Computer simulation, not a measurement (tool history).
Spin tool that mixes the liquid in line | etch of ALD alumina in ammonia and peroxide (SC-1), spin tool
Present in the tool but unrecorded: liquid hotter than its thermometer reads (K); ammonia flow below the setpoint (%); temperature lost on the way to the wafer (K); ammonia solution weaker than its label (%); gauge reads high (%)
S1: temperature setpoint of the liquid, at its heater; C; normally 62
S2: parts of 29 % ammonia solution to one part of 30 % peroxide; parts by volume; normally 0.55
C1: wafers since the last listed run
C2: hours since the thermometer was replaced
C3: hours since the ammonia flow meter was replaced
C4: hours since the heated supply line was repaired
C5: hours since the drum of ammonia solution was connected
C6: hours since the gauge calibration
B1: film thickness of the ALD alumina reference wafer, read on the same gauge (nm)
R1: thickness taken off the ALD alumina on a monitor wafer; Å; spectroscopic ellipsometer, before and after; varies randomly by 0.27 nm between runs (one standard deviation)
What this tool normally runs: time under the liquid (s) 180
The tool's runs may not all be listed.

Run 1, day 0: usual settings but S1 67.5 C; C1 0; C2 638.2; C3 51.8; C4 690; C5 107.4; C6 2764.5; B1 120.03. Result: R1 420.6 Å.
At day 5.317: heated supply line repaired.
Run 2, day 7.375: usual settings but S1 65.5 C, time under the liquid (s) 125; C1 839; C2 815.2; C3 228.8; C4 49.4; C5 284.4; C6 2941.5; B1 120.01. Result: R1 269.3 Å.
Run 3, day 9.708: usual settings; C1 267; C2 871.2; C3 284.8; C4 105.4; C5 340.4; C6 2997.5; B1 119.97. Result: R1 327.7 Å.
Run 4, day 11.888: usual settings; C1 249; C2 923.5; C3 337.1; C4 157.7; C5 392.7; C6 3049.8; B1 120. Result: R1 330.2 Å.
Run 5, day 14.992: usual settings; C1 355; C2 998; C3 411.6; C4 232.2; C5 467.2; C6 3124.3; B1 120.01. Result: R1 327.6 Å.
At day 16.454: gauge calibrated.
Run 6, day 17.146: usual settings; C1 246; C2 1049.7; C3 463.3; C4 283.9; C5 518.9; C6 16.6; B1 119.99. Result: R1 326.4 Å.
Run 7, day 20.771: usual settings but S2 0.75 parts by volume; C1 415; C2 1136.7; C3 550.3; C4 370.9; C5 605.9; C6 103.6; B1 120. Result: R1 335.4 Å.
At day 20.879: new drum of ammonia solution connected.
Run 8, day 22.3: usual settings but S2 0.8 parts by volume; C1 170; C2 1173.4; C3 587; C4 407.6; C5 34.1; C6 140.3; B1 120.02. Result: R1 334.3 Å.
Run 9, day 23.833: usual settings; C1 175; C2 1210.2; C3 623.8; C4 444.4; C5 70.9; C6 177.1; B1 119.98. Result: R1 326.4 Å.
Run 10, day 28.071: usual settings; C1 485; C2 1311.9; C3 725.5; C4 546.1; C5 172.6; C6 278.8; B1 120.01. Result: R1 322.2 Å.
Run 11, day 29.929: usual settings; C1 212; C2 1356.5; C3 770.1; C4 590.7; C5 217.2; C6 323.4; B1 120. Result: R1 318.1 Å.
Run 12, day 32.517: usual settings; C1 296; C2 1418.6; C3 832.2; C4 652.8; C5 279.3; C6 385.5; B1 120. Result: R1 320 Å.
At day 42.938: new drum of ammonia solution connected.
Run 13, day 45.308: usual settings but S1 57.5 C; C1 1460; C2 1725.6; C3 1139.2; C4 959.8; C5 56.9; C6 692.5; B1 120.03. Result: R1 248.2 Å.
At day 46.817: heated supply line repaired.
Run 14, day 49.758: usual settings but S1 66 C, S2 0.45 parts by volume, time under the liquid (s) 85; C1 504; C2 1832.4; C3 1246; C4 70.6; C5 163.7; C6 799.3; B1 119.99. Result: R1 185.2 Å.
Run 15, day 52.583: usual settings but S1 56 C, time under the liquid (s) 215; C1 323; C2 1900.2; C3 1313.8; C4 138.4; C5 231.5; C6 867.1; B1 120. Result: R1 287.2 Å.
At day 52.75: ammonia flow meter replaced.
At day 53.625: thermometer replaced.
Run 16, day 54.117: usual settings but S2 0.3 parts by volume; C1 166; C2 11.8; C3 32.8; C4 175.2; C5 268.3; C6 903.9; B1 120. Result: R1 306.8 Å.
Run 17, day 61.021: usual settings but S1 70 C, S2 0.35 parts by volume, time under the liquid (s) 150; C1 790; C2 177.5; C3 198.5; C4 340.9; C5 434; C6 1069.6; B1 120.02. Result: R1 381.5 Å.
Run 18, day 62.604: usual settings but S2 0.65 parts by volume; C1 181; C2 215.5; C3 236.5; C4 378.9; C5 472; C6 1107.6; B1 120.02. Result: R1 324.1 Å.
Run 19, day 66.658: usual settings but S2 0.35 parts by volume; C1 464; C2 312.8; C3 333.8; C4 476.2; C5 569.3; C6 1204.9; B1 120. Result: R1 309.6 Å.
At day 68.483: new drum of ammonia solution connected.
Run 20, day 70.171: usual settings but S2 0.8 parts by volume; C1 397; C2 397.1; C3 418.1; C4 560.5; C5 40.5; C6 1289.2; B1 120.01. Result: R1 327.5 Å.
Run 21, day 81.558: usual settings; C1 1304; C2 670.4; C3 691.4; C4 833.8; C5 313.8; C6 1562.5; B1 119.99. Result: R1 314 Å.
Run 22, day 89.633: usual settings but S1 55.5 C, S2 0.85 parts by volume, time under the liquid (s) 125; C1 924; C2 864.2; C3 885.2; C4 1027.6; C5 507.6; C6 1756.3; B1 120. Result: R1 159.1 Å.
At day 90.879: heated supply line repaired.
Run 23, day 94.104: usual settings but S1 66.5 C, S2 0.7 parts by volume, time under the liquid (s) 110; C1 507; C2 971.5; C3 992.5; C4 77.4; C5 614.9; C6 1863.6; B1 119.99. Result: R1 255.5 Å.
At day 95.542: new drum of ammonia solution connected.
Run 24, day 95.758: usual settings but S2 0.45 parts by volume, time under the liquid (s) 265; C1 184; C2 1011.2; C3 1032.2; C4 117.1; C5 5.2; C6 1903.3; B1 120. Result: R1 480.6 Å.

Consider 5 possible next runs. They are alternatives, not a sequence: every one starts from the tool as it was left by run 24. What does each give?
Run A, day 95.779: usual settings; C1 2; C2 1011.7; C3 1032.7; C4 117.6; C5 5.7; C6 1903.8; B1 ?. Result: R1 ?.
Run B, day 95.779: usual settings but S1 56 C; C1 2; C2 1011.7; C3 1032.7; C4 117.6; C5 5.7; C6 1903.8; B1 ?. Result: R1 ?.
Run C, day 95.779: usual settings but S1 57.5 C, S2 0.45 parts by volume, time under the liquid (s) 145; C1 2; C2 1011.7; C3 1032.7; C4 117.6; C5 5.7; C6 1903.8; B1 ?. Result: R1 ?.
Run D, day 95.779: usual settings but S1 53.5 C, S2 0.45 parts by volume, time under the liquid (s) 220; C1 2; C2 1011.7; C3 1032.7; C4 117.6; C5 5.7; C6 1903.8; B1 ?. Result: R1 ?.
Run E, day 95.779: usual settings but time under the liquid (s) 145; C1 2; C2 1011.7; C3 1032.7; C4 117.6; C5 5.7; C6 1903.8; B1 ?. Result: R1 ?.

run      B1     R1
  A  120.01  330.4
  B  120.01  242.1
  C  120.01  207.1
  D  120.01  254.1
  E  120.01  266.1
Had the tool no hidden state, the same runs would have come out as:
run     R1
  A  333.9
  B  244.8
  C  209.4
  D    257
  E    269

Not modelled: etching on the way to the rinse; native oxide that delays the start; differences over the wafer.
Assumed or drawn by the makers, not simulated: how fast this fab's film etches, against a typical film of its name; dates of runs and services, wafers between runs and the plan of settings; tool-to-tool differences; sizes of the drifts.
